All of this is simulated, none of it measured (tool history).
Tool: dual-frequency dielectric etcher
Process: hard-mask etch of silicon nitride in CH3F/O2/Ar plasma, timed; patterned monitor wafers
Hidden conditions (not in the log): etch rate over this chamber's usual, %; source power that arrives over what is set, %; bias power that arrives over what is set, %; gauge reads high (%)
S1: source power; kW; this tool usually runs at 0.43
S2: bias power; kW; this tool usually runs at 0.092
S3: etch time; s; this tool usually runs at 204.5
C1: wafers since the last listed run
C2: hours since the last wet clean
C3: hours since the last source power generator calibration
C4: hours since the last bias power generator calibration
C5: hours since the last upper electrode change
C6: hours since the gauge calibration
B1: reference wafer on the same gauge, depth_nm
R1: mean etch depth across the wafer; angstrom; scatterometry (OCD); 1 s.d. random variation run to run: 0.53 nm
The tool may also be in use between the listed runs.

run,hour,S1,S2,S3,C1,C2,C3,C4,C5,C6,B1,R1
1,0,0.43,0.092,204.5,0,43.9,1649,3281,5620.5,46.9,130.9,1599
2,35.4,0.43,0.092,204.5,289,79.3,1684.4,3316.4,5655.9,82.3,131,1605
3,64.1,0.43,0.092,204.5,235,108,1713.1,3345.1,5684.6,111,131,1617
4,90.2,0.43,0.092,204.5,213,134.1,1739.2,3371.2,5710.7,137.1,130.9,1629
5,135.1,0.43,0.106,204.5,367,179,1784.1,3416.1,5755.6,182,131,1686
6,205.7,0.43,0.092,204.5,578,249.6,1854.7,3486.7,5826.2,252.6,131,1631
7,269.6,0.43,0.092,204.5,523,313.5,1918.6,3550.6,5890.1,316.5,130.9,1642
8,313.3,0.43,0.092,204.5,357,357.2,1962.3,3594.3,5933.8,360.2,131,1643
# hour 378.2: source power generator calibrated
9,379.2,0.43,0.092,204.5,506,423.1,1,3660.2,5999.7,426.1,131.1,1641
# hour 394.2: bias power generator calibrated
# hour 409.1: wet clean of the chamber
10,438.6,0.52,0.092,204.5,331,29.5,60.4,44.4,6059.1,485.5,130.9,1768
11,473.6,0.43,0.092,204.5,286,64.5,95.4,79.4,6094.1,520.5,131,1613
# hour 488.6: gauge calibrated
# hour 514.6: upper electrode replaced
12,515.1,0.4,0.108,232.5,143,106,136.9,120.9,0.5,26.5,131,1857
13,566.5,0.51,0.092,233.5,420,157.4,188.3,172.3,51.9,77.9,130.9,2015
14,608.3,0.36,0.092,204.5,342,199.2,230.1,214.1,93.7,119.7,131,1486
15,641.4,0.5,0.074,204.5,271,232.3,263.2,247.2,126.8,152.8,131,1665
16,669.7,0.43,0.106,204.5,231,260.6,291.5,275.5,155.1,181.1,130.9,1707
17,737.2,0.43,0.085,204.5,552,328.1,359,343,222.6,248.6,131.1,1608

Per-run results on a tool with no hidden state, each run keeping its own random variation:
run,R1
1,1593
2,1596
3,1606
4,1614
5,1666
6,1605
7,1610
8,1606
9,1597
10,1762
11,1605
12,1843
13,1993
14,1466
15,1639
16,1678
17,1573
